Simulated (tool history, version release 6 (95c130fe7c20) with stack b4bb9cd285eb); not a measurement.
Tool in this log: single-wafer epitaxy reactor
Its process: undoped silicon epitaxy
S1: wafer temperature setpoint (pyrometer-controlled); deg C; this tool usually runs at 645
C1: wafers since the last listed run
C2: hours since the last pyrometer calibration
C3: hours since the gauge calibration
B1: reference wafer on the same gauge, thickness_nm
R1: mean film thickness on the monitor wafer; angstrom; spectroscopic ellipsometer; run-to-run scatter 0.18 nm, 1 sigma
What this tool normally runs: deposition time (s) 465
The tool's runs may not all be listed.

run 1 hour=0.0 | S1=645 deposition_time_(s)=465 | C1=0 C2=761.2 C3=80.5 | B1=71.794 | R1=809.87
run 2 hour=16.9 | S1=645 deposition_time_(s)=465 | C1=43 C2=778.1 C3=97.4 | B1=71.798 | R1=806.15
run 3 hour=27.7 | S1=645 deposition_time_(s)=465 | C1=27 C2=788.9 C3=108.2 | B1=71.831 | R1=808.40
run 4 hour=37.2 | S1=645 deposition_time_(s)=465 | C1=24 C2=798.4 C3=117.7 | B1=71.795 | R1=812.52
run 5 hour=43.7 | S1=645 deposition_time_(s)=465 | C1=16 C2=804.9 C3=124.2 | B1=71.774 | R1=810.16
run 6 hour=56.1 | S1=645 deposition_time_(s)=465 | C1=31 C2=817.3 C3=136.6 | B1=71.787 | R1=815.37
run 7 hour=71.0 | S1=645 deposition_time_(s)=465 | C1=37 C2=832.2 C3=151.5 | B1=71.798 | R1=818.58
run 8 hour=85.7 | S1=645 deposition_time_(s)=465 | C1=37 C2=846.9 C3=166.2 | B1=71.814 | R1=816.64
run 9 hour=95.6 | S1=645 deposition_time_(s)=465 | C1=25 C2=856.8 C3=176.1 | B1=71.818 | R1=818.38
run 10 hour=106.1 | S1=645 deposition_time_(s)=465 | C1=26 C2=867.3 C3=186.6 | B1=71.816 | R1=822.42
run 11 hour=112.4 | S1=640 deposition_time_(s)=401 | C1=16 C2=873.6 C3=192.9 | B1=71.795 | R1=632.27
-- hour=123.7 pyrometer calibrated
run 12 hour=126.8 | S1=657 deposition_time_(s)=498 | C1=16 C2=3.1 C3=207.3 | B1=71.783 | R1=1002.26
run 13 hour=142.2 | S1=653 deposition_time_(s)=407 | C1=39 C2=18.5 C3=222.7 | B1=71.762 | R1=755.46
run 14 hour=157.4 | S1=659 deposition_time_(s)=383 | C1=38 C2=33.7 C3=237.9 | B1=71.813 | R1=810.78
run 15 hour=171.1 | S1=655 deposition_time_(s)=553 | C1=34 C2=47.4 C3=251.6 | B1=71.821 | R1=1072.16
-- hour=171.5 gauge calibrated
run 16 hour=178.8 | S1=640 deposition_time_(s)=465 | C1=19 C2=55.1 C3=7.3 | B1=71.771 | R1=649.87
run 17 hour=195.3 | S1=633 deposition_time_(s)=517 | C1=42 C2=71.6 C3=23.8 | B1=71.792 | R1=619.55
run 18 hour=210.9 | S1=645 deposition_time_(s)=465 | C1=39 C2=87.2 C3=39.4 | B1=71.786 | R1=728.34
run 19 hour=223.2 | S1=654 deposition_time_(s)=533 | C1=31 C2=99.5 C3=51.7 | B1=71.812 | R1=1017.97
run 20 hour=231.8 | S1=630 deposition_time_(s)=524 | C1=21 C2=108.1 C3=60.3 | B1=71.811 | R1=590.04
run 21 hour=239.8 | S1=645 deposition_time_(s)=465 | C1=20 C2=116.1 C3=68.3 | B1=71.785 | R1=732.75

Here are 5 independent what-if runs from the current tool condition. What would each one return?
run A hour=240.3 | S1=645 deposition_time_(s)=465 | C1=1 C2=116.6 C3=68.8 | B1=? | R1=?
run B hour=240.3 | S1=654 deposition_time_(s)=374 | C1=1 C2=116.6 C3=68.8 | B1=? | R1=?
run C hour=240.3 | S1=639 deposition_time_(s)=392 | C1=1 C2=116.6 C3=68.8 | B1=? | R1=?
run D hour=240.3 | S1=645 deposition_time_(s)=409 | C1=1 C2=116.6 C3=68.8 | B1=? | R1=?
run E hour=240.3 | S1=645 deposition_time_(s)=537 | C1=1 C2=116.6 C3=68.8 | B1=? | R1=?

run=A B1=71.798 R1=734.84
run=B B1=71.798 R1=718.60
run=C B1=71.798 R1=542.64
run=D B1=71.798 R1=646.34
run=E B1=71.798 R1=848.62
The same runs, with their run-to-run variation unchanged, on a tool lacking any hidden condition would have given:
run=A R1=729.71
run=B R1=713.68
run=C R1=538.80
run=D R1=641.83
run=E R1=842.69
